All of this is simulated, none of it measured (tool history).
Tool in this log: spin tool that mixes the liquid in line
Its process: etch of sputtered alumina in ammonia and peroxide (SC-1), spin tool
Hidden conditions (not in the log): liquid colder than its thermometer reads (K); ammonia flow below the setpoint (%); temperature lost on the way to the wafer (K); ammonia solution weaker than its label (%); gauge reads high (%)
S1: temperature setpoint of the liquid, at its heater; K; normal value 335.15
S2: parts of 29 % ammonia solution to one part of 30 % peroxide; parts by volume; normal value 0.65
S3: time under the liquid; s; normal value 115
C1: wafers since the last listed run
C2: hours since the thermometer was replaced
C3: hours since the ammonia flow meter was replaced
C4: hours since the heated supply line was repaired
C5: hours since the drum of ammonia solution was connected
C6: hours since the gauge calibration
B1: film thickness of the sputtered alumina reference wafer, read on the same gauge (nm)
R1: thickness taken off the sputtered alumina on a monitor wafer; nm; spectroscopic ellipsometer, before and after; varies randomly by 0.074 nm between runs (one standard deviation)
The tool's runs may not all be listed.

run     day      S1    S2   S3   C1      C2      C3     C4     C5     C6      B1     R1
  1       0  335.15  0.65  140    0  1724.5  1850.9  501.4  824.7  173.5  150.03   14.1
  2   0.679  335.15  0.65  115  190  1740.8  1867.2  517.7    841  189.8     150  11.54
  3   1.888  335.15  0.65  115  338  1769.8  1896.2  546.7    870  218.8  150.04  11.54
  4   3.008  335.15  0.65  115  314  1796.7  1923.1  573.6  896.9  245.7     150  11.41
      5.521  -- new drum of ammonia solution connected
      5.688  -- thermometer replaced
  5    6.15  335.15  0.85  115  856    11.1  1998.5    649   15.1  321.1     150  13.44
      6.296  -- gauge calibrated
  6   6.983  338.65   0.5  115  233    31.1  2018.5    669   35.1   16.5     150  15.17
        7.6  -- heated supply line repaired
  7   7.917  335.15  0.65  115  249    53.5  2040.9    7.6   57.5   38.9  149.98  13.02
  8   8.679  335.15  0.65  115  213    71.8  2059.2   25.9   75.8   57.2     150  13.01
  9   9.429  335.15  0.65  115  210    89.8  2077.2   43.9   93.8   75.2     150  13.08
 10  10.225  326.65  0.75   75  222   108.9  2096.3     63  112.9   94.3  149.98   5.46
 11  11.558  335.15  0.65  115  373   140.9  2128.3     95  144.9  126.3     150  13.09
 12  12.562  342.15  0.65  115  281     165  2152.4  119.1    169  150.4     150  18.11
     13.404  -- ammonia flow meter replaced
 13  13.917  343.15  0.65  150  367   197.5    12.3  151.6  201.5  182.9  149.97  24.91
 14  14.538  342.15   0.5  160  173   212.4    27.2  166.5  216.4  197.8  150.01  24.76
 15  15.525  335.15  0.65  115  276   236.1    50.9  190.2  240.1  221.5  149.99  12.83
 16  16.212  326.65  0.75   75  192   252.6    67.4  206.7  256.6    238  149.97   5.41
 17  16.996  337.65   0.4   75  219   271.4    86.2  225.5  275.4  256.8  150.01   8.93
 18  18.042  328.15  0.65  115  292   296.5   111.3  250.6  300.5  281.9     150    8.9

Predict each of these 3 candidate next runs independently; none follows another, all start after run 18:
  A  18.058  337.65  0.65  115   4  296.9  111.7  251  300.9  282.3   ?   ?
  B  18.058  329.15   0.4   60   4  296.9  111.7  251  300.9  282.3   ?   ?
  C  18.058  339.65   0.5   70   4  296.9  111.7  251  300.9  282.3   ?   ?

run      B1     R1
  A  150.01  14.31
  B  150.01   4.61
  C  150.01   9.38
Without the tool's unlogged condition, the same runs would have read:
run     R1
  A  14.71
  B   4.74
  C   9.64
